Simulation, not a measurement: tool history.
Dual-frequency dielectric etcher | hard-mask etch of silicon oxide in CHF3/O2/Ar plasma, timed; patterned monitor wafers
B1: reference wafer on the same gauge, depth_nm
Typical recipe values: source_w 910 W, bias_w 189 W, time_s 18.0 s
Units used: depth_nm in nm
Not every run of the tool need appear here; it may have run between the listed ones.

Run 1, hour 0.0: usual settings; B1 41.50. Result: depth_nm 40.06 nm.
At hour 30.2: gauge calibrated.
Run 2, hour 50.2: usual settings but source_w 1090 W, bias_w 175 W; B1 41.48. Result: depth_nm 41.65 nm.
Run 3, hour 65.7: usual settings; B1 41.49. Result: depth_nm 39.45 nm.
Run 4, hour 79.2: usual settings; B1 41.46. Result: depth_nm 39.34 nm.
Run 5, hour 87.6: usual settings; B1 41.51. Result: depth_nm 39.00 nm.
Run 6, hour 94.2: usual settings but bias_w 179 W; B1 41.48. Result: depth_nm 38.52 nm.
Run 7, hour 102.2: usual settings but bias_w 179 W; B1 41.48. Result: depth_nm 38.70 nm.
Run 8, hour 109.8: usual settings but bias_w 179 W; B1 41.49. Result: depth_nm 38.66 nm.
Run 9, hour 118.5: usual settings but time_s 14.0 s; B1 41.50. Result: depth_nm 30.40 nm.
Run 10, hour 159.8: usual settings but time_s 14.0 s; B1 41.56. Result: depth_nm 30.30 nm.
At hour 188.7: wet clean of the chamber.
At hour 207.8: upper electrode replaced, of another model than before.
Run 11, hour 208.3: usual settings but time_s 14.0 s; B1 41.45. Result: depth_nm 31.53 nm.
Run 12, hour 208.7: usual settings; B1 41.48. Result: depth_nm 40.34 nm.
Run 13, hour 210.0: usual settings; B1 41.53. Result: depth_nm 40.47 nm.
Run 14, hour 226.0: usual settings but bias_w 228 W; B1 41.51. Result: depth_nm 41.96 nm.
At hour 226.2: gauge calibrated.
Run 15, hour 236.7: usual settings but source_w 1010 W, bias_w 157 W; B1 41.55. Result: depth_nm 40.00 nm.
Run 16, hour 246.6: usual settings but bias_w 208 W; B1 41.51. Result: depth_nm 40.86 nm.
Run 17, hour 262.5: usual settings; B1 41.51. Result: depth_nm 40.23 nm.
Run 18, hour 273.2: usual settings but time_s 16.5 s; B1 41.46. Result: depth_nm 36.92 nm.
At hour 286.5: bias power generator calibrated.
At hour 287.2: source power generator calibrated.
Run 19, hour 287.7: usual settings; B1 41.46. Result: depth_nm 40.09 nm.
Run 20, hour 291.5: usual settings but source_w 980 W, bias_w 213 W; B1 41.52. Result: depth_nm 42.03 nm.
Run 21, hour 300.3: usual settings but source_w 980 W; B1 41.51. Result: depth_nm 41.19 nm.
Run 22, hour 312.6: usual settings but time_s 16.0 s; B1 41.45. Result: depth_nm 35.51 nm.
Run 23, hour 329.9: usual settings but source_w 1010 W, bias_w 212 W, time_s 15.5 s; B1 41.56. Result: depth_nm 36.32 nm.
Run 24, hour 345.1: usual settings; B1 41.54. Result: depth_nm 39.80 nm.
Run 25, hour 357.7: usual settings but bias_w 213 W, time_s 21.0 s; B1 41.53. Result: depth_nm 47.89 nm.
Run 26, hour 372.0: usual settings but bias_w 170 W, time_s 16.5 s; B1 41.50. Result: depth_nm 35.66 nm.
Run 27, hour 389.4: usual settings but time_s 14.0 s; B1 41.55. Result: depth_nm 30.92 nm.

Below, some changes in depth_nm between adjacent runs. For each, the amount present without the hidden state too (settings, incoming material, random variation) and the amount remaining for the hidden state with gauge scatter not shared by both compared results:
Hidden state at play: etch rate over this chamber's usual, %; source power that arrives over what is set, %; bias power that arrives over what is set, %; gauge reads high (%).
Run 8 -> 9: bias_w 179 -> 189, time_s 18.0 -> 14.0. depth_nm -8.26 nm: hidden state +0.31, all else -8.57.
Run 10 -> 11: wet clean of the chamber, upper electrode replaced, of another model than before. depth_nm +1.23 nm: hidden state +1.19, all else +0.04.
Run 11 -> 12: time_s 14.0 -> 18.0. depth_nm +8.81 nm: hidden state -0.06, all else +8.87.
Run 25 -> 26: bias_w 213 -> 170, time_s 21.0 -> 16.5. depth_nm -12.23 nm: hidden state +0.22, all else -12.45.

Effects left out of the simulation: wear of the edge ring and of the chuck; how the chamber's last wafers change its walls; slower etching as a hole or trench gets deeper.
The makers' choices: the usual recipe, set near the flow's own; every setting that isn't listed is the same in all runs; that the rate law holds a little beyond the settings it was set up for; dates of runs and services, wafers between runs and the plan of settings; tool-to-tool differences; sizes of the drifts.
